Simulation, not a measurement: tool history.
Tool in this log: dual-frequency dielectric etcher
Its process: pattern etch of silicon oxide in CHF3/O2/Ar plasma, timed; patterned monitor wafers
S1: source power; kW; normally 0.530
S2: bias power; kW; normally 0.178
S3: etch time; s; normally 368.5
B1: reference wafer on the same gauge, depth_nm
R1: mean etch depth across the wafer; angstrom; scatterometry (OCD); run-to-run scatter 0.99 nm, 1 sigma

run,hour,S1,S2,S3,B1,R1
1,0.0,0.530,0.178,368.5,623.8,6508
2,15.7,0.530,0.178,368.5,623.9,6516
3,38.1,0.530,0.178,328.5,624.2,5785
4,73.3,0.530,0.178,328.5,623.5,5793
5,108.1,0.530,0.178,328.5,624.3,5777
6,125.7,0.530,0.178,368.5,623.9,6482
7,140.6,0.530,0.178,368.5,624.0,6468
8,165.4,0.530,0.178,368.5,623.9,6469
# hour 181.5: gauge calibrated
9,190.4,0.530,0.178,368.5,624.0,6444
# hour 225.4: upper electrode replaced
# hour 226.5: wet clean of the chamber
10,227.0,0.530,0.202,368.5,623.8,6929
11,227.5,0.530,0.178,368.5,624.0,6595
# hour 256.7: bias power generator calibrated
12,257.2,0.600,0.222,464.0,624.3,9330
13,268.5,0.450,0.152,368.5,624.0,5931
14,283.2,0.530,0.196,330.5,624.1,6114
15,318.9,0.430,0.191,368.5,623.9,6412
16,333.9,0.630,0.212,271.5,623.9,5400
# hour 359.9: source power generator calibrated
17,360.4,0.660,0.193,316.0,623.9,6115
18,394.1,0.480,0.178,368.5,623.7,6378
19,422.8,0.530,0.178,368.5,624.1,6531
20,456.6,0.490,0.207,263.5,623.9,4840
21,486.4,0.490,0.158,334.0,623.8,5513

Below are 3 alternative next runs, each starting from the tool's condition after run 21. Predict each:
A,486.9,0.530,0.178,368.5,?,?
B,486.9,0.420,0.178,368.5,?,?
C,486.9,0.400,0.138,302.5,?,?

run,B1,R1
A,624.1,6516
B,624.1,6168
C,624.1,4538
What these runs would have given with no unlogged condition in the tool:
run,R1
A,6584
B,6232
C,4586

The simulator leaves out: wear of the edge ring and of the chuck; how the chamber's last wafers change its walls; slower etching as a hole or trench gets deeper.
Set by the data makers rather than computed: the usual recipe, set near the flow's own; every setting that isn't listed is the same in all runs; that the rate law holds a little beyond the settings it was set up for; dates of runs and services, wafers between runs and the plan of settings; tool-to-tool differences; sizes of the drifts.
